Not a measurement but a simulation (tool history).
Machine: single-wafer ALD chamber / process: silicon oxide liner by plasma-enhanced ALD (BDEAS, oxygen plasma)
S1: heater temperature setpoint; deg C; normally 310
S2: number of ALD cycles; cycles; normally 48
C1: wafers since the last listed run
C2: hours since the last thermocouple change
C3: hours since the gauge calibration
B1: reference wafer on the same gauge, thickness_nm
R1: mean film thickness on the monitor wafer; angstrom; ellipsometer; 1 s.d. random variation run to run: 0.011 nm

run    hour   S1  S2   C1      C2      C3     B1     R1
  1       0  319  48    0  1712.7   234.1  4.639  42.55
  2    45.9  319  48  224  1758.6     280   4.64  42.42
  3     119  310  48  356  1831.7   353.1  4.639  42.89
  4   202.9  310  48  409  1915.6     437  4.641  43.16
  5   268.4  310  48  319  1981.1   502.5  4.639  43.12
  6   363.9  310  48  466  2076.6     598  4.639  43.14
  7   417.1  310  48  259  2129.8   651.2  4.639  43.09
  8     465  310  48  233  2177.7   699.1  4.642  43.17
  9   569.8  303  48  511  2282.5   803.9  4.641  43.62
 10   634.7  303  48  316  2347.4   868.8  4.641  43.59
 11   681.5  303  48  228  2394.2   915.6   4.64  43.43
 12   750.4  310  48  336  2463.1   984.5  4.639  42.98
 13   843.2  310  48  453  2555.9  1077.3  4.642  43.08
 14   939.2  310  48  468  2651.9  1173.3  4.638  43.27
 15  1011.8  310  48  354  2724.5  1245.9  4.639  43.24
 16  1071.8  310  48  292  2784.5  1305.9  4.639  43.12
 17  1205.8  316  56  654  2918.5  1439.9  4.639  49.85
 18  1245.7  318  52  194  2958.4  1479.8  4.642   46.1
 19    1329  310  48  406  3041.7  1563.1   4.64  43.11
     1410.5  -- thermocouple changed; heater temperature recalibrated
 20  1430.7  324  52  457    20.2  1664.8  4.641   45.9
 21  1537.1  310  48  519   126.6  1771.2   4.64  43.44
 22  1622.3  310  48  416   211.8  1856.4  4.641  43.35
 23  1699.2  321  56  375   288.7  1933.3  4.638  49.56
     1761.4  -- gauge calibrated
 24  1765.9  310  48  325   355.4     4.5  4.639  43.21
 25  1814.4  310  51  236   403.9      53   4.64  45.88
 26    1865  323  41  247   454.5   103.6  4.642   36.1
 27  1903.9  317  48  189   493.4   142.5  4.639  42.72
 28  1955.8  318  53  253   545.3   194.4  4.641  47.02
 29  2045.3  302  44  437   634.8   283.9  4.642  40.06
 30  2152.2  306  43  522   741.7   390.8  4.638  39.13
 31  2258.6  310  48  519   848.1   497.2  4.639  43.02
 32    2304  310  48  221   893.5   542.6  4.642  43.23
 33  2343.7  322  51  193   933.2   582.3  4.639  44.95

Hidden state or all else? Some run-to-run changes of R1, split into what the settings, what came in and random variation would give without the hidden state, and what is left for the hidden state (with any gauge scatter that isn't in both results):
The hidden state here: wafer temperature above the value expected at the setpoint (K); gauge reads high (%).
Run 16 -> 17: S1 310 -> 316, S2 48 -> 56. R1 +6.73 angstrom: hidden state -0.06, all else +6.79.
Run 19 -> 20: S1 310 -> 324, S2 48 -> 52, thermocouple changed; heater temperature recalibrated. R1 +2.79 angstrom: hidden state +0.34, all else +2.45.
Run 22 -> 23: S1 310 -> 321, S2 48 -> 56. R1 +6.21 angstrom: hidden state -0.06, all else +6.27.
Run 25 -> 26: S1 310 -> 323, S2 51 -> 41. R1 -9.78 angstrom: hidden state +0.02, all else -9.8.
Run 28 -> 29: S1 318 -> 302, S2 53 -> 44. R1 -6.96 angstrom: hidden state +0.01, all else -6.97.
